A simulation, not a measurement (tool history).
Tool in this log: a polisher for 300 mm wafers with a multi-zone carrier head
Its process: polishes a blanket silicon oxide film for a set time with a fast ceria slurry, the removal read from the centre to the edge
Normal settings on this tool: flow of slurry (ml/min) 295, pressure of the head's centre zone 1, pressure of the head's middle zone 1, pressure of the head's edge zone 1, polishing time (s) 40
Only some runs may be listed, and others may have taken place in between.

run	hour	flow of slurry (ml/min)	pressure of the head's centre zone	pressure of the head's middle zone	pressure of the head's edge zone	polishing time (s)	incoming thickness of the incoming film, nm	film removed at the wafer's centre (nm)	film removed at mid-radius (nm)	film removed at the wafer's edge (nm)
1	0	295	1	1	1	40	1751.8	499.5	497.7	496.2
# hour 3.9: edge zone pressure recalibrated
2	59	295	1	1	1	40	1735.6	480	478.2	472.5
3	127.2	345	1	1	1	40	1737.9	471.3	474.8	482.7
4	174	295	1	1	1	40	1743.7	451.4	457.9	471.6
# hour 215.1: worn pad replaced by a new one
5	215.6	235	1	1	1	40	1735.5	443.1	459.8	468.4
6	294.6	295	1	1	1	40	1738.5	459.2	458.3	458
# hour 327.8: slurry nozzle cleaned
7	353.2	295	1	1	1	40	1731	495.9	484	488.8
# hour 469.2: worn pad replaced by a new one
8	619.7	295	1	0.97	1	40	1763.2	446.9	446.2	455.5
# hour 624.1: slurry nozzle cleaned
9	665.3	295	1	1	1	40	1736.8	483.2	481.4	478.6

The next listed run, before its measurement:
# hour 720.8: carrier head's membrane replaced by a new one
10	722.3	295	1	1.05	0.91	40	1761.2	?	?	?

{"run 10": {"film removed at the wafer's centre (nm)": 471.8, "film removed at mid-radius (nm)": 499.4, "film removed at the wafer's edge (nm)": 444.2}}
Without the tool's hidden state the same run would have given film removed at the wafer's centre (nm) 528.9, film removed at mid-radius (nm) 556.8, film removed at the wafer's edge (nm) 489.7.
